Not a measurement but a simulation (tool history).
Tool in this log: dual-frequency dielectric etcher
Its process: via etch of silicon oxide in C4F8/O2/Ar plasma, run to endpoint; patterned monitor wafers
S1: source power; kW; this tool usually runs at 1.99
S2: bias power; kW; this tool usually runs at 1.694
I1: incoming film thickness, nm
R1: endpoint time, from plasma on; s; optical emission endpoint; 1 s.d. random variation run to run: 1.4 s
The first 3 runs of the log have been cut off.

run,day,S1,S2,I1,R1
# day 4.958: wet clean of the chamber
4,5.962,1.99,1.694,1356.2,297
5,8.554,1.99,1.694,1342.2,296.2
6,9.75,1.99,1.877,1348.6,288.2
7,12.721,1.99,1.877,1345.3,289.7
# day 15.133: source power generator calibrated
8,15.508,2.31,1.694,1350.2,288.1
9,18.229,2.31,1.694,1342.1,284.5
10,19.546,1.99,1.694,1340.8,302.8
# day 21.621: upper electrode replaced
# day 21.879: bias power generator calibrated
11,22.592,1.99,1.694,1337.9,301
12,24.221,2.37,1.403,1341.3,306.2
13,26.688,2.35,1.437,1358.8,308.1
# day 28.871: wet clean of the chamber
14,28.892,2.43,1.406,1354.8,295.4
15,29.825,1.99,1.495,1343.2,309.1
16,32.362,1.61,1.888,1342,302.9
17,34.767,1.99,1.694,1335.4,295
18,37.488,1.99,1.418,1338.8,313.5
19,38.642,1.69,1.413,1341.8,331.2
20,40.021,2.45,1.531,1334.7,289.2
21,42.642,1.67,1.694,1343.2,318.8
22,45.421,1.99,1.694,1348,304
23,47.762,1.99,1.806,1338.4,295.8
24,49.204,1.99,1.694,1346.8,307.1
25,50.246,1.65,1.694,1367.9,331.4
26,51.671,1.69,1.303,1342.8,347.7
27,54.067,1.99,1.694,1341.5,307.4
# day 55.629: wet clean of the chamber
28,55.65,2.17,2.076,1337.8,267.3

Run 29 comes next. What will it give?
29,56.771,1.77,1.997,1342.1,?

Run 29 came out at R1 287.7 s.
Were there no unlogged condition in the tool, this run, its random variation unchanged, would have produced R1 286.9 s.
